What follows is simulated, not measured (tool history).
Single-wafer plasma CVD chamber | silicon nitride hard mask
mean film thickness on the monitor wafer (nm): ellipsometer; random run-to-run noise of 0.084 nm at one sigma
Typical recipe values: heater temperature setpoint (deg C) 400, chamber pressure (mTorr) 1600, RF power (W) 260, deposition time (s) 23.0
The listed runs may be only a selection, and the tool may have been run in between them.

run	day	heater temperature setpoint (deg C)	chamber pressure (mTorr)	RF power (W)	deposition time (s)	wafers since the last listed run	hours since the last thermocouple change	hours since the last RF generator calibration	hours since the last manometer calibration	hours since the showerhead was replaced	hours since the gauge calibration	read-back reference wafer on the same gauge, thickness_nm	mean film thickness on the monitor wafer (nm)
1	0.000	400	1600	260	23.0	0	946.3	220.0	1253.1	4237.0	1682.5	26.098	22.547
2	2.221	400	1600	260	23.0	1263	999.6	273.3	1306.4	4290.3	1735.8	26.101	22.545
3	4.846	400	1600	260	23.0	1493	1062.6	336.3	1369.4	4353.3	1798.8	26.108	22.324
4	8.454	400	1600	260	23.0	2053	1149.2	422.9	1456.0	4439.9	1885.4	26.116	22.340
# day 11.521: capacitance manometer re-zeroed and calibrated
5	11.542	400	1600	260	23.0	1567	1223.3	497.0	0.5	4514.0	1959.5	26.094	22.333
# day 14.229: gauge calibrated
6	14.817	409	1600	260	19.4	1863	1301.9	575.6	79.1	4592.6	14.1	26.103	18.726
# day 16.912: thermocouple changed; heater temperature recalibrated
7	17.033	409	1600	260	19.4	1071	2.9	628.8	132.3	4645.8	67.3	26.106	18.634
8	19.092	409	1600	260	19.4	1171	52.3	678.2	181.7	4695.2	116.7	26.115	18.689
9	22.762	400	1600	280	23.0	2088	140.4	766.3	269.8	4783.3	204.8	26.100	23.114
# day 30.212: RF generator calibrated
10	30.454	393	1600	220	23.0	4186	325.0	5.8	454.4	4967.9	389.4	26.078	20.508
11	32.512	394	1230	260	26.7	1171	374.4	55.2	503.8	5017.3	438.8	26.106	23.649
12	36.808	400	1600	245	23.0	2444	477.5	158.3	606.9	5120.4	541.9	26.072	21.600
13	38.575	390	1900	260	25.9	1005	519.9	200.7	649.3	5162.8	584.3	26.094	26.773
# day 39.554: showerhead replaced, of another model than before
14	40.096	391	1600	260	23.0	675	556.4	237.2	685.8	13.0	620.8	26.100	22.459
15	44.075	396	1360	295	23.0	2264	651.9	332.7	781.3	108.5	716.3	26.094	23.072
16	52.988	389	1910	235	26.5	5071	865.8	546.6	995.2	322.4	930.2	26.128	25.616
17	54.900	408	1600	260	23.0	1088	911.7	592.5	1041.1	368.3	976.1	26.085	22.307
18	58.379	400	1600	260	23.0	1979	995.2	676.0	1124.6	451.8	1059.6	26.104	22.269
19	61.642	400	1600	260	23.0	1856	1073.5	754.3	1202.9	530.1	1137.9	26.090	22.033
20	66.121	400	1600	230	20.2	2548	1181.0	861.8	1310.4	637.6	1245.4	26.094	18.369
21	67.704	409	1360	260	23.0	900	1219.0	899.8	1348.4	675.6	1283.4	26.093	21.304
# day 68.500: capacitance manometer re-zeroed and calibrated
# day 72.079: RF generator calibrated
22	72.100	408	1600	260	23.0	2121	1324.5	0.5	86.4	781.1	1388.9	26.099	22.330
23	75.488	400	1960	295	23.0	1927	1405.8	81.8	167.7	862.4	1470.2	26.092	24.786
24	78.254	410	1200	290	25.9	1574	1472.2	148.2	234.1	928.8	1536.6	26.112	24.954
25	81.421	400	1600	260	23.0	1801	1548.2	224.2	310.1	1004.8	1612.6	26.096	22.478
# day 81.942: gauge calibrated
26	84.458	400	1600	260	23.0	1728	1621.1	297.1	383.0	1077.7	60.4	26.099	22.502
27	87.779	400	1310	245	23.0	1889	1700.8	376.8	462.7	1157.4	140.1	26.104	20.978
# day 91.150: thermocouple changed; heater temperature recalibrated
28	91.558	387	1980	260	18.8	1960	9.8	467.5	553.4	1248.1	230.8	26.091	19.203
29	95.871	400	1410	260	23.0	2453	113.3	571.0	656.9	1351.6	334.3	26.099	21.788

Alternative continuations, all from the tool just after run 29; predict every row:
A	95.888	415	1600	260	23.0	9	113.7	571.4	657.3	1352.0	334.7	?	?
B	95.888	407	1600	220	19.0	9	113.7	571.4	657.3	1352.0	334.7	?	?
C	95.888	405	1420	280	18.6	9	113.7	571.4	657.3	1352.0	334.7	?	?

run	read-back reference wafer on the same gauge, thickness_nm	mean film thickness on the monitor wafer (nm)
A	26.078	22.195
B	26.078	17.099
C	26.078	18.239
Without the tool's unlogged condition, the same runs would have read:
run	mean film thickness on the monitor wafer (nm)
A	22.404
B	17.260
C	18.411
